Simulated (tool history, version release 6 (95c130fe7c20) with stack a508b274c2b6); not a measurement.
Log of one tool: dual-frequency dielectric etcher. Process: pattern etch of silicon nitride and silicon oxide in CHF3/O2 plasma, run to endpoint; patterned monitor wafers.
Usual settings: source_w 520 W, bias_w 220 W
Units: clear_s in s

run	hour	source_w	bias_w	wafers since the last listed run	hours since the last wet clean	hours since the last source power generator calibration	hours since the last bias power generator calibration	hours since the last upper electrode change	incoming incoming film thickness, nm	clear_s
1	0.0	420	209	0	311.8	1987.9	1843.7	1922.7	250.8	174.0
2	26.3	520	220	132	338.1	2014.2	1870.0	1949.0	250.8	161.6
3	52.5	520	220	131	364.3	2040.4	1896.2	1975.2	250.1	160.1
4	86.7	520	220	171	398.5	2074.6	1930.4	2009.4	249.7	161.8
5	108.3	520	220	108	420.1	2096.2	1952.0	2031.0	248.1	160.6
6	142.3	520	220	170	454.1	2130.2	1986.0	2065.0	251.3	163.5
7	154.8	520	220	62	466.6	2142.7	1998.5	2077.5	251.5	163.6
8	173.3	520	220	92	485.1	2161.2	2017.0	2096.0	250.7	162.5
9	203.5	520	220	151	515.3	2191.4	2047.2	2126.2	248.6	160.5
10	237.1	520	220	168	548.9	2225.0	2080.8	2159.8	248.5	162.4
11	254.7	520	220	88	566.5	2242.6	2098.4	2177.4	248.9	162.9
12	268.5	520	220	69	580.3	2256.4	2112.2	2191.2	253.1	166.7
# hour 284.8: bias power generator calibrated
13	289.2	440	257	83	601.0	2277.1	4.4	2211.9	247.9	163.4
14	301.6	520	193	62	613.4	2289.5	16.8	2224.3	247.9	168.9
# hour 352.0: wet clean of the chamber
15	352.5	610	272	135	0.5	2340.4	67.7	2275.2	248.6	138.7
16	365.3	450	195	64	13.3	2353.2	80.5	2288.0	252.1	168.1
17	400.8	440	189	178	48.8	2388.7	116.0	2323.5	251.4	169.2
18	432.3	590	220	158	80.3	2420.2	147.5	2355.0	249.2	149.6
# hour 447.2: source power generator calibrated
# hour 456.7: upper electrode replaced
19	539.2	450	248	469	187.2	92.0	254.4	82.5	251.9	160.4
20	555.4	450	199	81	203.4	108.2	270.6	98.7	248.3	166.5
21	580.0	480	190	123	228.0	132.8	295.2	123.3	250.4	164.6
22	605.0	610	166	125	253.0	157.8	320.2	148.3	249.2	158.0
23	631.8	570	244	134	279.8	184.6	347.0	175.1	251.3	150.4
24	654.7	520	220	114	302.7	207.5	369.9	198.0	251.3	158.2
25	668.1	520	220	67	316.1	220.9	383.3	211.4	250.3	157.7

Measured less the same run without the tool's hidden state. The same run-to-run variation is in both; the gauge's scatter may not be:
The hidden state here: etch rate over this chamber's usual, %; source power that arrives over what is set, %; bias power that arrives over what is set, %.
run	clear_s
1	+5.0
2	+4.9
3	+5.1
4	+5.6
5	+5.7
6	+6.3
7	+6.4
8	+6.6
9	+6.8
10	+7.2
11	+7.5
12	+7.8
13	+7.9
14	+8.3
15	-0.9
16	-0.9
17	-0.5
18	-0.1
19	+1.0
20	+1.3
21	+1.5
22	+1.7
23	+1.9
24	+2.2
25	+2.4
